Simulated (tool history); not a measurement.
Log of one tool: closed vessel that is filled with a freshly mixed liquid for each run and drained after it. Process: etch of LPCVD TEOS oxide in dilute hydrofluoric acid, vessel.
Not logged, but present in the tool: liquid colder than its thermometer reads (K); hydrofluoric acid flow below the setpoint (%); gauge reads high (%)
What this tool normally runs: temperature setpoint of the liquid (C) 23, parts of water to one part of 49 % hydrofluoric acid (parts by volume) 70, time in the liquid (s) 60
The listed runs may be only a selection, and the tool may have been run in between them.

run	hour	temperature setpoint of the liquid (C)	parts of water to one part of 49 % hydrofluoric acid (parts by volume)	time in the liquid (s)	wafers since the last listed run	hours since the thermometer was replaced	hours since the hydrofluoric acid flow meter was replaced	hours since the gauge calibration	read-back film thickness of the LPCVD TEOS oxide reference wafer, read on the same gauge (nm)	thickness taken off the LPCVD TEOS oxide on a monitor wafer (Å)
1	0	23	70	60	0	2564.9	1949.5	60.4	70	249.4
2	34.7	23	70	60	4619	2599.6	1984.2	95.1	69.96	248.7
3	48.6	23	70	85	1850	2613.5	1998.1	109	70.05	353.7
4	73.5	23	70	85	3314	2638.4	2023	133.9	70.02	352.6
5	87.3	23	70	85	1836	2652.2	2036.8	147.7	69.97	354.1
6	100.4	20.5	60	60	1743	2665.3	2049.9	160.8	69.95	267.5
7	123.3	20.5	60	60	3048	2688.2	2072.8	183.7	69.94	264.1
8	194.8	20.5	60	60	9517	2759.7	2144.3	255.2	70	268.3
9	213.3	23	70	60	2462	2778.2	2162.8	273.7	70	249.7
# hour 222: gauge calibrated
10	238.9	23	70	60	3407	2803.8	2188.4	16.9	69.98	253.2
# hour 268.9: hydrofluoric acid flow meter replaced
11	272.2	20.5	60	60	4299	2837.1	3.3	50.2	69.99	265.1
12	288.2	23	70	60	2129	2853.1	19.3	66.2	69.99	249.8
13	301.7	23	70	60	1797	2866.6	32.8	79.7	70.03	248.9
14	317.8	26	60	60	2143	2882.7	48.9	95.8	70	335.9
# hour 338.9: thermometer replaced
15	339.4	21	85	85	2742	0.5	70.5	117.4	70.03	263
16	362.6	23	60	60	3088	23.7	93.7	140.6	69.99	295.6
17	382.5	23	70	60	2648	43.6	113.6	160.5	69.95	254.8
18	394.9	28	95	60	1650	56	126	172.9	69.99	216.4
19	417.6	19	95	45	3021	78.7	148.7	195.6	70.01	114.7
20	443.8	23	80	30	3487	104.9	174.9	221.8	70	108.5
21	457.7	19.5	40	40	1850	118.8	188.8	235.7	69.98	267.1

Branching from run 21: 4 alternative next runs. What would each branch give?
A	458.4	25	70	60	93	119.5	189.5	236.4	?	?
B	458.4	23	70	45	93	119.5	189.5	236.4	?	?
C	458.4	23	85	60	93	119.5	189.5	236.4	?	?
D	458.4	25.5	70	60	93	119.5	189.5	236.4	?	?

run	read-back film thickness of the LPCVD TEOS oxide reference wafer, read on the same gauge (nm)	thickness taken off the LPCVD TEOS oxide on a monitor wafer (Å)
A	70.04	268.1
B	70.04	185.4
C	70.04	199.8
D	70.04	273.5
With no hidden state in the tool, these same runs would have given:
run	thickness taken off the LPCVD TEOS oxide on a monitor wafer (Å)
A	268.1
B	185.4
C	199.8
D	273.5

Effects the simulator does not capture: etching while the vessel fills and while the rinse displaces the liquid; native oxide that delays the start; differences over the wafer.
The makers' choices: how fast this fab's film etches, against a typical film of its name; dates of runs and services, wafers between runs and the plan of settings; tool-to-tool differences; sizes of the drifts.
